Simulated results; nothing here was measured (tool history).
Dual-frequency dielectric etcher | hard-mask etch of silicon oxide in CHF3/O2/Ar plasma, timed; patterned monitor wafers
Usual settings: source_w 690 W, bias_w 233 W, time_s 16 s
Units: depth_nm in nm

run,day,source_w,bias_w,time_s,"read-back reference wafer on the same gauge, depth_nm",depth_nm
1,0,690,233,16,32.21,34.6
# day 0.888: bias power generator calibrated
2,2.729,690,233,16,32.2,34.44
3,4.867,690,233,16,32.2,34.3
4,7.362,610,281,13.5,32.19,29.22
5,9.254,690,215,11.5,32.19,23.97
# day 10.788: wet clean of the chamber
6,11.571,570,233,14,32.21,28.56
7,13.767,690,250,16,32.19,35.45
8,16.383,690,184,13.5,32.19,27.53
9,18.312,790,233,18,32.21,40.75
10,19.812,690,233,17,32.18,36.52
11,21.492,690,233,16,32.19,34.43
12,23.396,690,233,16,32.2,34.26
# day 24.817: source power generator calibrated
# day 27.05: upper electrode replaced, of another model than before
13,27.071,630,287,16,32.2,37.04
14,29.046,690,184,13.5,32.19,25.63
# day 31.45: wet clean of the chamber
15,31.471,690,233,16,32.22,34.92
# day 31.521: gauge calibrated
16,33.692,690,233,16,32.21,34.84
17,35.158,830,233,16,32.19,36.79
18,36.946,690,233,19.5,32.2,42.42
19,38.442,690,189,16,32.2,31.18
20,40.542,690,212,17.5,32.18,36.26
21,42.042,650,288,20,32.22,47.42
22,44.362,530,210,16,32.22,30.56
23,45.908,810,233,19.5,32.21,44.02
24,47.012,690,233,16,32.19,34.35
25,49.479,800,260,12,32.21,28.35
26,50.554,690,233,16,32.2,34.43
# day 52.583: wet clean of the chamber
27,53.042,540,233,16,32.2,32.52
28,54.792,740,180,14.5,32.21,28.23

Forecast each of these 5 alternatives for the next run:
A,54.808,690,233,16,?,?
B,54.808,780,209,19,?,?
C,54.808,690,257,11.5,?,?
D,54.808,590,201,16,?,?
E,54.808,650,233,19.5,?,?

run,"read-back reference wafer on the same gauge, depth_nm",depth_nm
A,32.2,34.73
B,32.2,40.44
C,32.2,26.18
D,32.2,30.95
E,32.2,41.65
Without the tool's hidden state the same runs would have given:
run,depth_nm
A,34.97
B,40.72
C,26.36
D,31.17
E,41.94
